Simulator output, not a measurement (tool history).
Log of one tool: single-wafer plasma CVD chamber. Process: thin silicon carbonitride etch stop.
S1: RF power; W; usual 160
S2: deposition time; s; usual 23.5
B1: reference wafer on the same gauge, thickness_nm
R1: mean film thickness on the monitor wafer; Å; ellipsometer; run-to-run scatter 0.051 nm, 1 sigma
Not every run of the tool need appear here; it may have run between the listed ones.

run    hour   S1    S2     B1      R1
  1     0.0  160  23.5  9.597  107.91
        6.1  -- RF generator calibrated
  2    53.0  160  23.5  9.602  109.51
  3    97.4  160  23.5  9.593  109.32
      177.0  -- thermocouple changed; heater temperature recalibrated
  4   360.5  160  23.5  9.602  108.65
      539.4  -- gauge calibrated
  5   588.6  180  23.5  9.597  111.27
  6   663.2  180  23.5  9.605  111.34
  7   704.4  160  23.5  9.602  108.29
  8   744.1  160  23.5  9.599  107.81
  9   787.1  140  19.6  9.597   86.16
 10   873.6  135  27.3  9.599  118.82
 11   930.0  185  23.5  9.598  111.07
      961.9  -- showerhead replaced
      974.0  -- RF generator calibrated
 12   982.3  170  27.4  9.596  130.31
 13  1074.1  180  23.5  9.604  113.00
     1095.0  -- thermocouple changed; heater temperature recalibrated
     1286.7  -- gauge calibrated
 14  1362.3  180  27.6  9.604  130.09
 15  1407.8  160  21.5  9.592   98.16
 16  1446.2  150  19.3  9.599   86.64
 17  1509.3  160  23.5  9.606  107.23

3 options for the next run, each taken on its own from the tool as it stands now. Forecast them:
  A  1509.7  145  23.5   ?   ?
  B  1509.7  160  27.6   ?   ?
  C  1509.7  140  23.5   ?   ?

run     B1      R1
  A  9.602  104.54
  B  9.602  126.17
  C  9.602  103.54
What these runs would have given with no unlogged condition in the tool:
run      R1
  A  107.16
  B  129.33
  C  106.13
